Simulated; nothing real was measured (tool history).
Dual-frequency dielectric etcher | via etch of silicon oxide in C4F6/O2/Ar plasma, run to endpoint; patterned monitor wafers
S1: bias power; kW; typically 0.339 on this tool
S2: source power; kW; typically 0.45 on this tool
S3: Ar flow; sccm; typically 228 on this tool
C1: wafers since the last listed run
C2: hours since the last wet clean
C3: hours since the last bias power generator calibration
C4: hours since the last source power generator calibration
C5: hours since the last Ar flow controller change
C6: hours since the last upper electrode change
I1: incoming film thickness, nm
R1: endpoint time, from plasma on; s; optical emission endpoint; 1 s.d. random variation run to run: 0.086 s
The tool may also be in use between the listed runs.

run   hour     S1    S2   S3   C1     C2      C3      C4      C5      C6     I1    R1
  1      0  0.339  0.53  228    0  240.9  3439.3  2822.4  1891.4  3301.5  112.8  25.5
  2    9.4  0.339  0.53  228  167  250.3  3448.7  2831.8  1900.8  3310.9  113.1  25.4
  3   21.9  0.376  0.38  228  222  262.8  3461.2  2844.3  1913.3  3323.4  114.2  27.9
  4     34  0.283  0.45  243  215  274.9  3473.3  2856.4  1925.4  3335.5  113.5  28.8
  5   41.9  0.339  0.45  228  140  282.8  3481.2  2864.3  1933.3  3343.4    112  26.5
  6   58.1  0.339  0.45  228  288    299  3497.4  2880.5  1949.5  3359.6  114.3  27.2
      81.6  -- Ar flow controller replaced
      94.4  -- wet clean of the chamber
     110.1  -- source power generator calibrated
     115.8  -- upper electrode replaced
  7  116.3  0.339  0.45  228  527   21.9  3555.6     6.2    34.7     0.5  112.7  27.6
  8  116.7  0.339  0.45  228    7   22.3    3556     6.6    35.1     0.9    113  27.7
  9    117  0.339  0.45  228    5   22.6  3556.3     6.9    35.4     1.2  112.6  27.5
 10  117.3  0.339  0.45  228    5   22.9  3556.6     7.2    35.7     1.5  114.1  27.9
 11  120.8  0.365  0.35  249   62   26.4  3560.1    10.7    39.2       5  114.8  30.2
 12  128.1  0.339   0.5  180  130   33.7  3567.4      18    46.5    12.3    114  25.8
       140  -- bias power generator calibrated
 13  140.5  0.339  0.45  186  149   46.1     0.5    30.4    58.9    24.7  112.8  26.5
 14  147.2  0.339  0.45  265  119   52.8     7.2    37.1    65.6    31.4  112.9  28.2
 15  160.7  0.311  0.45  247  240   66.3    20.7    50.6    79.1    44.9  114.4  29.1
 16  203.6  0.417  0.45  209  764  109.2    63.6    93.5     122    87.8  112.4  25.2
 17  210.4  0.339  0.45  228  121    116    70.4   100.3   128.8    94.6  113.5  27.5
 18  218.2  0.339  0.45  228  138  123.8    78.2   108.1   136.6   102.4  113.4  27.6
 19  234.6    0.4   0.4  174  292  140.2    94.6   124.5     153   118.8  114.2    26
 20  246.7  0.393  0.36  285  215  152.3   106.7   136.6   165.1   130.9  113.5  29.2

Give the tool's hidden conditions for every run:
bias power that arrives over what is set, %: 0 in every run
source power that arrives over what is set, %: 0 in every run
Ar flow that arrives over what is set, %: 0 in every run
H1: etch rate over this chamber's usual, %
run        H1
  1      2.43
  2      2.52
  3      2.65
  4      2.78
  5      2.86
  6      3.03
  7   -0.0491
  8    -0.045
  9   -0.0418
 10   -0.0387
 11  -0.00237
 12    0.0735
 13     0.202
 14     0.272
 15     0.412
 16     0.858
 17     0.928
 18      1.01
 19      1.18
 20      1.31
